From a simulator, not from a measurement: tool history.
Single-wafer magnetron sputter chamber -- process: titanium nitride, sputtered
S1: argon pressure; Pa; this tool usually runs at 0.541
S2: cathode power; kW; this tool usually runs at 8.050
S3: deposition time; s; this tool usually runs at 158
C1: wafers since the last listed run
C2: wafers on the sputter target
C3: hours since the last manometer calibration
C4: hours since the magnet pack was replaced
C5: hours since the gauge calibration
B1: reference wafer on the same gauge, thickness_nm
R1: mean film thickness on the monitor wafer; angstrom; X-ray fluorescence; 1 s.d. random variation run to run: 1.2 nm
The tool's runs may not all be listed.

run,hour,S1,S2,S3,C1,C2,C3,C4,C5,B1,R1
1,0.0,0.541,8.050,158,0,1416,914.8,8031.7,180.8,257.345,2242.74
2,14.4,0.541,8.050,158,191,1607,929.2,8046.1,195.2,257.036,2233.17
3,28.0,0.541,8.050,158,180,1787,942.8,8059.7,208.8,256.678,2276.64
4,34.0,0.541,8.050,158,79,1867,948.8,8065.7,214.8,256.937,2256.07
5,44.9,0.541,8.050,158,144,2011,959.7,8076.6,225.7,257.141,2261.01
6,91.5,0.541,8.050,158,618,2629,1006.3,8123.2,272.3,257.081,2242.36
7,98.5,0.541,8.050,158,92,2722,1013.3,8130.2,279.3,257.543,2247.13
8,105.1,0.541,8.050,158,87,2810,1019.9,8136.8,285.9,256.738,2240.15
# hour 118.6: gauge calibrated
# hour 121.1: sputter target and shields replaced
9,121.6,0.541,8.050,158,112,6,1036.4,8153.3,3.0,257.495,2265.46
10,136.1,0.541,7.500,176,192,198,1050.9,8167.8,17.5,256.723,2343.34
11,142.7,0.541,7.500,176,87,286,1057.5,8174.4,24.1,257.209,2357.88
12,156.3,0.541,8.050,139,180,466,1071.1,8188.0,37.7,256.707,1990.66
13,172.4,0.541,8.050,158,213,680,1087.2,8204.1,53.8,257.174,2237.84
14,178.7,0.541,8.050,158,83,763,1093.5,8210.4,60.1,256.666,2222.42
15,193.5,0.541,8.050,158,196,960,1108.3,8225.2,74.9,256.937,2234.85
16,209.1,0.541,8.050,158,206,1167,1123.9,8240.8,90.5,256.982,2264.72
17,216.6,0.541,8.950,158,99,1266,1131.4,8248.3,98.0,256.511,2496.44
18,263.5,0.447,8.900,127,622,1888,1178.3,8295.2,144.9,256.982,2044.13
19,277.0,0.541,8.950,158,179,2067,1191.8,8308.7,158.4,256.825,2504.79
20,317.3,0.453,7.500,177,534,2602,1232.1,8349.0,198.7,256.839,2386.62
21,323.6,0.541,8.050,158,83,2685,1238.4,8355.3,205.0,256.894,2260.78
22,340.9,0.333,6.450,130,229,2915,1255.7,8372.6,222.3,256.982,1556.78
# hour 355.9: sputter target and shields replaced
23,356.4,0.541,6.150,158,99,5,1271.2,8388.1,237.8,256.496,1735.40
# hour 374.5: capacitance manometer re-zeroed and calibrated
24,375.0,0.446,8.050,158,140,146,0.5,8406.7,256.4,257.095,2298.81
25,385.2,0.541,8.050,158,135,281,10.7,8416.9,266.6,257.128,2269.40
26,391.2,0.614,8.050,158,79,361,16.7,8422.9,272.6,256.687,2232.79
27,400.5,0.541,8.050,158,123,484,26.0,8432.2,281.9,257.432,2253.04
# hour 412.3: magnet pack replaced
# hour 413.3: gauge calibrated
28,421.7,0.541,6.700,168,175,659,47.2,9.4,8.4,256.621,1973.00
29,430.4,0.541,8.050,158,115,775,55.9,18.1,17.1,257.280,2253.84
30,446.4,0.385,9.900,174,212,987,71.9,34.1,33.1,257.136,3150.48
31,462.3,0.541,7.500,176,210,1198,87.8,50.0,49.0,257.083,2345.39
32,475.0,0.541,8.050,158,168,1366,100.5,62.7,61.7,256.872,2253.65
33,482.3,0.349,7.400,167,96,1463,107.8,70.0,69.0,257.106,2271.62
34,498.0,0.475,9.300,181,208,1672,123.5,85.7,84.7,257.213,3018.06
35,520.2,0.541,8.050,158,294,1966,145.7,107.9,106.9,257.321,2237.61
36,531.4,0.541,8.050,177,148,2115,156.9,119.1,118.1,256.826,2525.02

3 ways to go on from here, each from the tool as it stands after run 36. What would each give?
A,531.8,0.541,9.550,158,5,2120,157.3,119.5,118.5,?,?
B,531.8,0.355,8.050,189,5,2120,157.3,119.5,118.5,?,?
C,531.8,0.695,8.050,158,5,2120,157.3,119.5,118.5,?,?

run,B1,R1
A,257.216,2688.62
B,257.216,2825.13
C,257.216,2191.30
The same runs, with their run-to-run variation unchanged, on a tool lacking any hidden condition would have given:
run,R1
A,2688.62
B,2825.13
C,2191.30
